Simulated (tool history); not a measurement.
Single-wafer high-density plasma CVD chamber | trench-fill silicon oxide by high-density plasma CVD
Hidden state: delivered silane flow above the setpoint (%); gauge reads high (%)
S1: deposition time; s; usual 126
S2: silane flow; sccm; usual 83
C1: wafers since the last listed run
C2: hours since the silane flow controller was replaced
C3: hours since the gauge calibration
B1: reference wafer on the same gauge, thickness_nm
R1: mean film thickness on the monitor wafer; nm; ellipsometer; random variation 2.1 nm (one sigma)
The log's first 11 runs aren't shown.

run 12 hour=676.3 | S1=126 S2=96 | C1=639 C2=3057.5 C3=1261.3 | B1=793.343 | R1=1133.159
run 13 hour=755.6 | S1=126 S2=83 | C1=1137 C2=3136.8 C3=1340.6 | B1=793.54 | R1=979.348
run 14 hour=1048.5 | S1=126 S2=83 | C1=4201 C2=3429.7 C3=1633.5 | B1=792.455 | R1=979.908
run 15 hour=1139.7 | S1=126 S2=83 | C1=1308 C2=3520.9 C3=1724.7 | B1=792.292 | R1=981.383
run 16 hour=1240.4 | S1=134 S2=83 | C1=1444 C2=3621.6 C3=1825.4 | B1=793.996 | R1=1041.23
run 17 hour=1305.1 | S1=134 S2=83 | C1=928 C2=3686.3 C3=1890.1 | B1=792.701 | R1=1039.984
run 18 hour=1404.2 | S1=134 S2=83 | C1=1421 C2=3785.4 C3=1989.2 | B1=792.418 | R1=1047.271
run 19 hour=1503.6 | S1=126 S2=83 | C1=1425 C2=3884.8 C3=2088.6 | B1=792.844 | R1=981.5
run 20 hour=1559 | S1=126 S2=83 | C1=794 C2=3940.2 C3=2144 | B1=793.29 | R1=984.703
run 21 hour=1630.2 | S1=126 S2=83 | C1=1021 C2=4011.4 C3=2215.2 | B1=792.59 | R1=983.951
run 22 hour=1881.2 | S1=126 S2=72 | C1=3600 C2=4262.4 C3=2466.2 | B1=793.061 | R1=854.792
run 23 hour=1921.6 | S1=136 S2=83 | C1=579 C2=4302.8 C3=2506.6 | B1=793.254 | R1=1062.429
-- hour=1994.3 silane flow controller replaced
run 24 hour=2022.1 | S1=116 S2=89 | C1=1326 C2=27.8 C3=2607.1 | B1=793.109 | R1=974.452
run 25 hour=2121.4 | S1=150 S2=94 | C1=1424 C2=127.1 C3=2706.4 | B1=793.003 | R1=1325.565
run 26 hour=2180.6 | S1=126 S2=83 | C1=849 C2=186.3 C3=2765.6 | B1=792.363 | R1=977.43
run 27 hour=2234 | S1=126 S2=83 | C1=765 C2=239.7 C3=2819 | B1=792.711 | R1=981.294
run 28 hour=2279.1 | S1=149 S2=100 | C1=646 C2=284.8 C3=2864.1 | B1=792.763 | R1=1400.975
run 29 hour=2330.2 | S1=126 S2=83 | C1=732 C2=335.9 C3=2915.2 | B1=792.967 | R1=977.396
run 30 hour=2386.4 | S1=151 S2=90 | C1=806 C2=392.1 C3=2971.4 | B1=792.686 | R1=1279.927

Forecast run 31:
run 31 hour=2424.3 | S1=126 S2=83 | C1=543 C2=430 C3=3009.3 | B1=? | R1=?

Run 31 gave B1 793.475, R1 982.337 nm.
Without the tool's hidden state the same run would have given R1 982.337 nm.

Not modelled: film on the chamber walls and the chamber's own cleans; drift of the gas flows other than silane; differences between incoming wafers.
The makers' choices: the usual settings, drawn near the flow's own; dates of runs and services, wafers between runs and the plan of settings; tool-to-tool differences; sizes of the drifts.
